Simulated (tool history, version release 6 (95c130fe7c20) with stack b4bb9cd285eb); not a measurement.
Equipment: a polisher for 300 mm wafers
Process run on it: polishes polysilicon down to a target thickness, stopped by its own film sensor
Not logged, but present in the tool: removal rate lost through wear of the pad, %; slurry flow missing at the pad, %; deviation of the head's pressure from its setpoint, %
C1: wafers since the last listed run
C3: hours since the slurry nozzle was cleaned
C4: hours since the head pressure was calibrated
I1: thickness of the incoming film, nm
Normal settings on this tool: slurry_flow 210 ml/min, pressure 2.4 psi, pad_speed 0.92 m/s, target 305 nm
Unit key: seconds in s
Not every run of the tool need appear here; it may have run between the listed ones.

{"run": 1, "hour": 0.0, "slurry_flow": 210, "pressure": 2.4, "pad_speed": 0.92, "target": 305, "C1": 0, "wafers polished on this pad": 1522, "C3": 273.4, "C4": 315.7, "I1": 644.2, "seconds": 47.3}
{"run": 2, "hour": 99.0, "slurry_flow": 210, "pressure": 2.4, "pad_speed": 0.92, "target": 305, "C1": 603, "wafers polished on this pad": 2126, "C3": 372.4, "C4": 414.7, "I1": 645.3, "seconds": 47.7}
{"hour": 148.6, "done": "head pressure recalibrated"}
{"run": 3, "hour": 190.0, "slurry_flow": 150, "pressure": 2.4, "pad_speed": 0.92, "target": 305, "C1": 542, "wafers polished on this pad": 2669, "C3": 463.4, "C4": 41.4, "I1": 648.3, "seconds": 49.4}
{"run": 4, "hour": 258.9, "slurry_flow": 150, "pressure": 2.4, "pad_speed": 0.92, "target": 305, "C1": 420, "wafers polished on this pad": 3089, "C3": 532.3, "C4": 110.3, "I1": 640.3, "seconds": 48.2}
{"run": 5, "hour": 299.1, "slurry_flow": 150, "pressure": 2.4, "pad_speed": 0.92, "target": 305, "C1": 245, "wafers polished on this pad": 3334, "C3": 572.5, "C4": 150.5, "I1": 635.9, "seconds": 48.2}
{"hour": 317.2, "done": "worn pad replaced by a new one"}
{"hour": 318.9, "done": "slurry nozzle cleaned"}
{"run": 6, "hour": 351.0, "slurry_flow": 210, "pressure": 2.4, "pad_speed": 0.92, "target": 305, "C1": 286, "wafers polished on this pad": 199, "C3": 32.1, "C4": 202.4, "I1": 645.4, "seconds": 48.0}
{"run": 7, "hour": 401.9, "slurry_flow": 210, "pressure": 2.4, "pad_speed": 0.92, "target": 305, "C1": 310, "wafers polished on this pad": 510, "C3": 83.0, "C4": 253.3, "I1": 631.9, "seconds": 46.2}
{"run": 8, "hour": 508.6, "slurry_flow": 210, "pressure": 2.4, "pad_speed": 0.92, "target": 305, "C1": 650, "wafers polished on this pad": 1161, "C3": 189.7, "C4": 360.0, "I1": 639.9, "seconds": 46.5}
{"run": 9, "hour": 579.4, "slurry_flow": 210, "pressure": 2.4, "pad_speed": 0.92, "target": 305, "C1": 431, "wafers polished on this pad": 1592, "C3": 260.5, "C4": 430.8, "I1": 644.1, "seconds": 48.1}
{"run": 10, "hour": 629.2, "slurry_flow": 210, "pressure": 2.4, "pad_speed": 0.92, "target": 305, "C1": 303, "wafers polished on this pad": 1896, "C3": 310.3, "C4": 480.6, "I1": 635.9, "seconds": 46.3}
{"hour": 685.8, "done": "head pressure recalibrated"}
{"run": 11, "hour": 735.0, "slurry_flow": 210, "pressure": 2.4, "pad_speed": 0.92, "target": 305, "C1": 633, "wafers polished on this pad": 2529, "C3": 416.1, "C4": 49.2, "I1": 649.0, "seconds": 48.2}
{"hour": 783.3, "done": "worn pad replaced by a new one"}
{"hour": 791.5, "done": "slurry nozzle cleaned"}
{"run": 12, "hour": 825.7, "slurry_flow": 210, "pressure": 2.4, "pad_speed": 0.92, "target": 305, "C1": 522, "wafers polished on this pad": 252, "C3": 34.2, "C4": 139.9, "I1": 649.2, "seconds": 49.1}
{"run": 13, "hour": 911.4, "slurry_flow": 210, "pressure": 2.2, "pad_speed": 0.8, "target": 305, "C1": 522, "wafers polished on this pad": 775, "C3": 119.9, "C4": 225.6, "I1": 644.1, "seconds": 59.4}
{"run": 14, "hour": 997.6, "slurry_flow": 210, "pressure": 2.4, "pad_speed": 0.92, "target": 360, "C1": 525, "wafers polished on this pad": 1300, "C3": 206.1, "C4": 311.8, "I1": 642.4, "seconds": 40.0}
{"run": 15, "hour": 1041.2, "slurry_flow": 210, "pressure": 2.4, "pad_speed": 0.74, "target": 305, "C1": 265, "wafers polished on this pad": 1566, "C3": 249.7, "C4": 355.4, "I1": 640.5, "seconds": 58.7}
{"run": 16, "hour": 1138.5, "slurry_flow": 210, "pressure": 2.4, "pad_speed": 0.74, "target": 305, "C1": 593, "wafers polished on this pad": 2160, "C3": 347.0, "C4": 452.7, "I1": 651.2, "seconds": 61.5}
{"hour": 1196.8, "done": "head pressure recalibrated"}
{"run": 17, "hour": 1231.8, "slurry_flow": 210, "pressure": 2.4, "pad_speed": 0.74, "target": 305, "C1": 556, "wafers polished on this pad": 2717, "C3": 440.3, "C4": 35.0, "I1": 636.9, "seconds": 58.3}
{"hour": 1279.9, "done": "slurry nozzle cleaned"}
{"hour": 1303.4, "done": "worn pad replaced by a new one"}
{"run": 18, "hour": 1402.5, "slurry_flow": 150, "pressure": 1.9, "pad_speed": 0.92, "target": 305, "C1": 1010, "wafers polished on this pad": 604, "C3": 122.6, "C4": 205.7, "I1": 649.7, "seconds": 61.1}
{"run": 19, "hour": 1484.5, "slurry_flow": 265, "pressure": 2.4, "pad_speed": 0.92, "target": 376, "C1": 500, "wafers polished on this pad": 1104, "C3": 204.6, "C4": 287.7, "I1": 650.4, "seconds": 37.8}
{"run": 20, "hour": 1525.8, "slurry_flow": 210, "pressure": 2.6, "pad_speed": 0.92, "target": 305, "C1": 251, "wafers polished on this pad": 1356, "C3": 245.9, "C4": 329.0, "I1": 643.1, "seconds": 43.7}
{"run": 21, "hour": 1617.5, "slurry_flow": 210, "pressure": 2.4, "pad_speed": 0.92, "target": 305, "C1": 559, "wafers polished on this pad": 1915, "C3": 337.6, "C4": 420.7, "I1": 648.2, "seconds": 48.6}
{"run": 22, "hour": 1661.6, "slurry_flow": 210, "pressure": 2.4, "pad_speed": 0.78, "target": 383, "C1": 268, "wafers polished on this pad": 2184, "C3": 381.7, "C4": 464.8, "I1": 640.2, "seconds": 43.3}
{"hour": 1696.3, "done": "head pressure recalibrated"}
{"run": 23, "hour": 1707.5, "slurry_flow": 255, "pressure": 2.4, "pad_speed": 0.92, "target": 305, "C1": 267, "wafers polished on this pad": 2452, "C3": 427.6, "C4": 11.2, "I1": 638.4, "seconds": 46.9}
{"run": 24, "hour": 1745.4, "slurry_flow": 210, "pressure": 2.4, "pad_speed": 0.92, "target": 305, "C1": 231, "wafers polished on this pad": 2683, "C3": 465.5, "C4": 49.1, "I1": 638.1, "seconds": 47.2}
{"run": 25, "hour": 1787.6, "slurry_flow": 210, "pressure": 2.1, "pad_speed": 0.92, "target": 305, "C1": 257, "wafers polished on this pad": 2940, "C3": 507.7, "C4": 91.3, "I1": 638.4, "seconds": 52.5}
{"hour": 1813.7, "done": "worn pad replaced by a new one"}
{"hour": 1864.8, "done": "slurry nozzle cleaned"}
{"run": 26, "hour": 1880.7, "slurry_flow": 210, "pressure": 2.4, "pad_speed": 0.92, "target": 305, "C1": 537, "wafers polished on this pad": 402, "C3": 15.9, "C4": 184.4, "I1": 645.6, "seconds": 48.3}
{"run": 27, "hour": 1957.7, "slurry_flow": 210, "pressure": 2.4, "pad_speed": 0.92, "target": 207, "C1": 469, "wafers polished on this pad": 871, "C3": 92.9, "C4": 261.4, "I1": 644.0, "seconds": 61.3}
{"run": 28, "hour": 2023.4, "slurry_flow": 210, "pressure": 2.4, "pad_speed": 0.92, "target": 305, "C1": 400, "wafers polished on this pad": 1272, "C3": 158.6, "C4": 327.1, "I1": 635.9, "seconds": 46.9}
{"run": 29, "hour": 2098.9, "slurry_flow": 210, "pressure": 1.7, "pad_speed": 0.92, "target": 305, "C1": 460, "wafers polished on this pad": 1733, "C3": 234.1, "C4": 402.6, "I1": 640.3, "seconds": 64.6}
{"run": 30, "hour": 2171.1, "slurry_flow": 135, "pressure": 2.4, "pad_speed": 0.92, "target": 305, "C1": 440, "wafers polished on this pad": 2173, "C3": 306.3, "C4": 474.8, "I1": 644.9, "seconds": 49.3}
{"hour": 2201.9, "done": "head pressure recalibrated"}
{"run": 31, "hour": 2273.1, "slurry_flow": 210, "pressure": 2.4, "pad_speed": 0.62, "target": 305, "C1": 609, "wafers polished on this pad": 2783, "C3": 408.3, "C4": 71.2, "I1": 645.8, "seconds": 72.0}
{"run": 32, "hour": 2331.0, "slurry_flow": 210, "pressure": 2.4, "pad_speed": 0.92, "target": 305, "C1": 353, "wafers polished on this pad": 3136, "C3": 466.2, "C4": 129.1, "I1": 631.3, "seconds": 45.5}
{"hour": 2398.6, "done": "worn pad replaced by a new one"}
{"run": 33, "hour": 2404.7, "slurry_flow": 210, "pressure": 2.9, "pad_speed": 0.62, "target": 357, "C1": 425, "wafers polished on this pad": 37, "C3": 539.9, "C4": 202.8, "I1": 635.9, "seconds": 49.1}
{"hour": 2447.9, "done": "slurry nozzle cleaned"}
{"run": 34, "hour": 2484.1, "slurry_flow": 210, "pressure": 2.6, "pad_speed": 1.2, "target": 340, "C1": 478, "wafers polished on this pad": 515, "C3": 36.2, "C4": 282.2, "I1": 642.5, "seconds": 30.6}
{"run": 35, "hour": 2525.3, "slurry_flow": 210, "pressure": 2.0, "pad_speed": 0.66, "target": 305, "C1": 251, "wafers polished on this pad": 766, "C3": 77.4, "C4": 323.4, "I1": 638.7, "seconds": 76.7}
{"run": 36, "hour": 2610.7, "slurry_flow": 140, "pressure": 2.4, "pad_speed": 0.92, "target": 262, "C1": 520, "wafers polished on this pad": 1287, "C3": 162.8, "C4": 408.8, "I1": 654.0, "seconds": 56.4}

Branching from run 36: 4 alternative next runs. What would each branch give?
{"run": "A", "hour": 2611.1, "slurry_flow": 210, "pressure": 2.4, "pad_speed": 0.92, "target": 305, "C1": 2, "wafers polished on this pad": 1290, "C3": 163.2, "C4": 409.2, "I1": 629.5, "seconds": "?"}
{"run": "B", "hour": 2611.1, "slurry_flow": 155, "pressure": 2.4, "pad_speed": 1.22, "target": 225, "C1": 2, "wafers polished on this pad": 1290, "C3": 163.2, "C4": 409.2, "I1": 629.5, "seconds": "?"}
{"run": "C", "hour": 2611.1, "slurry_flow": 210, "pressure": 2.4, "pad_speed": 0.62, "target": 411, "C1": 2, "wafers polished on this pad": 1290, "C3": 163.2, "C4": 409.2, "I1": 629.5, "seconds": "?"}
{"run": "D", "hour": 2611.1, "slurry_flow": 210, "pressure": 2.4, "pad_speed": 0.92, "target": 262, "C1": 2, "wafers polished on this pad": 1290, "C3": 163.2, "C4": 409.2, "I1": 629.5, "seconds": "?"}

run=A seconds=45.8
run=B seconds=44.1
run=C seconds=45.8
run=D seconds=51.9
Without the tool's hidden state the same runs would have given:
run=A seconds=45.8
run=B seconds=44.1
run=C seconds=45.8
run=D seconds=51.9
